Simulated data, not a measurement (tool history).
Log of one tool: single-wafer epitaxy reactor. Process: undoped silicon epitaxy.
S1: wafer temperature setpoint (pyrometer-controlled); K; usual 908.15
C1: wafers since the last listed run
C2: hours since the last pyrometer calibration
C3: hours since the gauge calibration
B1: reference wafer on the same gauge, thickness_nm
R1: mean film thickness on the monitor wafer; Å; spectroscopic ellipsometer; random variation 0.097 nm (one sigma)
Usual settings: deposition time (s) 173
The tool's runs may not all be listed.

{"run": 1, "hour": 0.0, "S1": 908.15, "deposition time (s)": 162, "C1": 0, "C2": 2464.9, "C3": 205.3, "B1": 27.975, "R1": 259.48}
{"run": 2, "hour": 13.1, "S1": 908.15, "deposition time (s)": 162, "C1": 157, "C2": 2478, "C3": 218.4, "B1": 27.999, "R1": 258.54}
{"run": 3, "hour": 43.1, "S1": 908.15, "deposition time (s)": 173, "C1": 361, "C2": 2508, "C3": 248.4, "B1": 28.003, "R1": 278.06}
{"run": 4, "hour": 63.2, "S1": 908.15, "deposition time (s)": 173, "C1": 242, "C2": 2528.1, "C3": 268.5, "B1": 28.002, "R1": 277.04}
{"run": 5, "hour": 80.8, "S1": 908.15, "deposition time (s)": 173, "C1": 212, "C2": 2545.7, "C3": 286.1, "B1": 28.001, "R1": 277.74}
{"run": 6, "hour": 94.7, "S1": 908.15, "deposition time (s)": 188, "C1": 167, "C2": 2559.6, "C3": 300, "B1": 28.014, "R1": 301.65}
{"run": 7, "hour": 109.1, "S1": 908.15, "deposition time (s)": 188, "C1": 173, "C2": 2574, "C3": 314.4, "B1": 28.007, "R1": 302.33}
{"run": 8, "hour": 131.5, "S1": 908.15, "deposition time (s)": 188, "C1": 269, "C2": 2596.4, "C3": 336.8, "B1": 27.98, "R1": 301.85}
{"run": 9, "hour": 163.1, "S1": 908.15, "deposition time (s)": 180, "C1": 380, "C2": 2628, "C3": 368.4, "B1": 28.013, "R1": 289.92}
{"run": 10, "hour": 182.7, "S1": 908.15, "deposition time (s)": 164, "C1": 236, "C2": 2647.6, "C3": 388, "B1": 28.017, "R1": 263.3}
{"run": 11, "hour": 200.2, "S1": 919.15, "deposition time (s)": 173, "C1": 210, "C2": 2665.1, "C3": 405.5, "B1": 28.017, "R1": 366.07}
{"run": 12, "hour": 219.6, "S1": 898.15, "deposition time (s)": 163, "C1": 233, "C2": 2684.5, "C3": 424.9, "B1": 27.978, "R1": 202.18}
{"run": 13, "hour": 254.7, "S1": 908.15, "deposition time (s)": 173, "C1": 422, "C2": 2719.6, "C3": 460, "B1": 28.017, "R1": 280.29}
{"run": 14, "hour": 284.4, "S1": 913.15, "deposition time (s)": 205, "C1": 357, "C2": 2749.3, "C3": 489.7, "B1": 27.992, "R1": 372.34}
{"hour": 289.2, "done": "gauge calibrated"}
{"run": 15, "hour": 298.8, "S1": 898.15, "deposition time (s)": 173, "C1": 173, "C2": 2763.7, "C3": 9.6, "B1": 27.999, "R1": 215.3}
{"run": 16, "hour": 312.6, "S1": 922.15, "deposition time (s)": 158, "C1": 166, "C2": 2777.5, "C3": 23.4, "B1": 27.98, "R1": 359.17}
{"hour": 330.5, "done": "pyrometer calibrated"}
{"run": 17, "hour": 343.1, "S1": 919.15, "deposition time (s)": 173, "C1": 271, "C2": 12.6, "C3": 53.9, "B1": 27.991, "R1": 314.12}
{"run": 18, "hour": 358.6, "S1": 914.15, "deposition time (s)": 173, "C1": 186, "C2": 28.1, "C3": 69.4, "B1": 27.981, "R1": 278.87}
{"run": 19, "hour": 383.8, "S1": 908.15, "deposition time (s)": 173, "C1": 303, "C2": 53.3, "C3": 94.6, "B1": 28.011, "R1": 239.5}
{"run": 20, "hour": 397.9, "S1": 904.15, "deposition time (s)": 184, "C1": 169, "C2": 67.4, "C3": 108.7, "B1": 28.009, "R1": 230.7}
{"run": 21, "hour": 428.3, "S1": 914.15, "deposition time (s)": 182, "C1": 366, "C2": 97.8, "C3": 139.1, "B1": 28.012, "R1": 295.23}
{"run": 22, "hour": 446.9, "S1": 908.15, "deposition time (s)": 173, "C1": 224, "C2": 116.4, "C3": 157.7, "B1": 28.004, "R1": 244.57}
{"run": 23, "hour": 478.3, "S1": 915.15, "deposition time (s)": 192, "C1": 378, "C2": 147.8, "C3": 189.1, "B1": 28.025, "R1": 324.29}

Forecast each of these 3 alternatives for the next run:
{"run": "A", "hour": 478.7, "S1": 917.15, "deposition time (s)": 173, "C1": 4, "C2": 148.2, "C3": 189.5, "B1": "?", "R1": "?"}
{"run": "B", "hour": 478.7, "S1": 908.15, "deposition time (s)": 198, "C1": 4, "C2": 148.2, "C3": 189.5, "B1": "?", "R1": "?"}
{"run": "C", "hour": 478.7, "S1": 903.15, "deposition time (s)": 148, "C1": 4, "C2": 148.2, "C3": 189.5, "B1": "?", "R1": "?"}

run=A B1=27.994 R1=306.89
run=B B1=27.994 R1=279.69
run=C B1=27.994 R1=183.8
Without the tool's hidden state the same runs would have given:
run=A R1=298.57
run=B R1=271.94
run=C R1=178.64
